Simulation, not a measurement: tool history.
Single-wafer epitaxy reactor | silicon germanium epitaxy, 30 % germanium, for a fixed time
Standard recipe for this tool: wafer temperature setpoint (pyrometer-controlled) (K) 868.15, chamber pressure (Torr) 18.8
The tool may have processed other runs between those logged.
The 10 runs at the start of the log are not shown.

run	hour	wafer temperature setpoint (pyrometer-controlled) (K)	chamber pressure (Torr)	read-back reference wafer on the same gauge, thickness_nm	mean film thickness on the monitor wafer (Å)
11	542	868.15	18.8	43.931	475.92
12	584.3	858.15	16.6	43.937	374.19
13	622.7	868.15	18.8	43.927	478.92
14	662.1	858.15	22.8	43.916	458.37
# hour 687.2: gauge calibrated
15	696.4	860.15	20.4	43.94	441.87
16	737.9	868.15	18.8	43.879	479.87
# hour 768.9: showerhead replaced
17	859.2	880.15	18.8	43.95	583.76
18	887.8	882.15	20.7	43.958	637.16
19	956.4	868.15	18.8	43.925	481.22
20	987.4	861.15	22	43.892	470.29
21	1012.2	868.15	21.5	43.93	522.92
22	1050.5	868.15	16.4	43.885	439.42
23	1086.5	868.15	18.8	43.891	481.06
24	1137.2	868.15	17.5	43.898	460.3
25	1170.3	868.15	18.8	43.898	483.73
26	1212.9	868.15	18.8	43.93	482.16
27	1269.7	875.15	21.8	43.937	590.19
28	1297.7	868.15	18.8	43.889	484.67
29	1357.8	868.15	21.8	43.858	530.79
30	1390.8	875.15	15.4	43.89	471.65
31	1425.4	876.15	17.2	43.926	518.55
32	1477.5	875.15	14.7	43.906	456.11
33	1533.2	878.15	21.7	43.883	621.57
34	1619.1	868.15	18.8	43.867	484.37
35	1660.9	861.15	15.1	43.934	371.66

Here are 4 independent what-if runs from the current tool condition. What would each one return?
A	1661.3	868.15	18.8	?	?
B	1661.3	858.15	14.6	?	?
C	1661.3	873.15	22.3	?	?
D	1661.3	863.15	18.8	?	?

run	read-back reference wafer on the same gauge, thickness_nm	mean film thickness on the monitor wafer (Å)
A	43.897	483.64
B	43.897	343.94
C	43.897	581.93
D	43.897	445.77
Take away the tool's hidden state, keep each run's random variation, and the runs would have read:
run	mean film thickness on the monitor wafer (Å)
A	478.14
B	339.91
C	575.42
D	440.63

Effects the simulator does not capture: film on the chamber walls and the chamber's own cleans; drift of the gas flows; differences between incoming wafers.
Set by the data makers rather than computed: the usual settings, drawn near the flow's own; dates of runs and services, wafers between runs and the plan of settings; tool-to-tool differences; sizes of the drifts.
